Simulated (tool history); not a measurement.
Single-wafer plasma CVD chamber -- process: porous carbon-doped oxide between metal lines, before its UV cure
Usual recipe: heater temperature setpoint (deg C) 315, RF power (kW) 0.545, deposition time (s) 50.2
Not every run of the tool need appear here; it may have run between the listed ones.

run,hour,heater temperature setpoint (deg C),RF power (kW),deposition time (s),"read-back reference wafer on the same gauge, thickness_nm",mean film thickness on the monitor wafer (nm)
1,0.0,315,0.545,50.2,297.145,262.139
2,6.6,315,0.545,50.2,297.112,262.454
3,42.1,315,0.590,50.2,297.054,273.603
4,49.7,315,0.590,50.2,296.866,274.096
5,57.6,315,0.590,50.2,296.857,273.830
6,71.3,315,0.615,50.2,296.925,279.778
7,86.1,315,0.545,50.2,296.909,263.833
8,131.1,315,0.545,50.2,297.006,261.978
9,143.7,315,0.545,50.2,297.312,261.624
10,151.0,315,0.545,50.2,297.059,261.057
11,164.4,315,0.545,50.2,296.966,261.520
12,174.9,315,0.545,50.2,297.260,262.574
# hour 199.7: thermocouple changed; heater temperature recalibrated
13,200.2,315,0.545,50.2,297.071,261.256
14,207.0,315,0.545,55.5,297.133,287.712
15,213.2,315,0.545,50.2,296.949,261.507
16,226.5,315,0.545,50.2,296.943,260.830
17,234.5,315,0.580,45.0,297.352,241.608

Run 18 has not been measured yet. What should we expect?
# hour 235.1: gauge calibrated
18,244.3,324,0.455,56.3,?,?

Run 18 yielded read-back reference wafer on the same gauge, thickness_nm 297.056, mean film thickness on the monitor wafer (nm) 252.489.
Take away the tool's hidden state, keep the run-to-run variation as it was, and the same run would have given mean film thickness on the monitor wafer (nm) 262.854.

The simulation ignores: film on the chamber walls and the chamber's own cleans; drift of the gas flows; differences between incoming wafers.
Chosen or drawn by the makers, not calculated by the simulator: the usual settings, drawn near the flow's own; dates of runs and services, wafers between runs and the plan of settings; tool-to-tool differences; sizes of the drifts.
